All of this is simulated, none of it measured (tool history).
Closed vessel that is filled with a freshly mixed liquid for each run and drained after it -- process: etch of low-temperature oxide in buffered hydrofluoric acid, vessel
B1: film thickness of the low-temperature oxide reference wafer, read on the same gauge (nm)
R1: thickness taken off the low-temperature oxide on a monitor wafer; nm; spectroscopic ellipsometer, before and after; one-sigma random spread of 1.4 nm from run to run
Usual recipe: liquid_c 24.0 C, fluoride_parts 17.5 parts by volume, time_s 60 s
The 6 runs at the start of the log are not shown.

Run 7, hour 436.0: usual settings but liquid_c 26.5 C, time_s 75 s; B1 69.99. Result: R1 274.95 nm.
Run 8, hour 501.3: usual settings; B1 70.00. Result: R1 192.62 nm.
Run 9, hour 548.8: usual settings; B1 69.98. Result: R1 194.51 nm.
Run 10, hour 591.2: usual settings; B1 69.96. Result: R1 193.89 nm.
Run 11, hour 658.9: usual settings; B1 70.00. Result: R1 195.11 nm.
At hour 693.9: gauge calibrated.
At hour 694.7: hydrofluoric acid flow meter replaced.
Run 12, hour 704.1: usual settings; B1 69.97. Result: R1 194.08 nm.
At hour 744.2: thermometer replaced.
Run 13, hour 773.4: usual settings; B1 69.98. Result: R1 193.34 nm.
Run 14, hour 801.2: usual settings; B1 70.01. Result: R1 192.00 nm.
Run 15, hour 839.5: usual settings; B1 70.02. Result: R1 193.86 nm.
Run 16, hour 882.1: usual settings but fluoride_parts 21.0 parts by volume; B1 70.01. Result: R1 165.07 nm.
Run 17, hour 917.5: usual settings but time_s 75 s; B1 70.01. Result: R1 244.23 nm.
Run 18, hour 946.1: usual settings but fluoride_parts 21.5 parts by volume; B1 70.00. Result: R1 161.13 nm.
Run 19, hour 978.1: usual settings but liquid_c 28.5 C, time_s 35 s; B1 70.01. Result: R1 143.60 nm.
Run 20, hour 1038.9: usual settings; B1 69.96. Result: R1 194.66 nm.
Run 21, hour 1081.9: usual settings but time_s 80 s; B1 70.01. Result: R1 261.20 nm.
Run 22, hour 1121.8: usual settings; B1 70.01. Result: R1 194.63 nm.
Run 23, hour 1193.6: usual settings; B1 70.00. Result: R1 193.00 nm.

Run 24 has not been measured yet. What should we expect?
Run 24, hour 1232.8: usual settings but time_s 35 s; B1 ?. Result: R1 ?.

B1: 70.01
R1: 112.45 nm
Take away the tool's hidden state, keep the run-to-run variation as it was, and the same run would have given R1 112.45 nm.
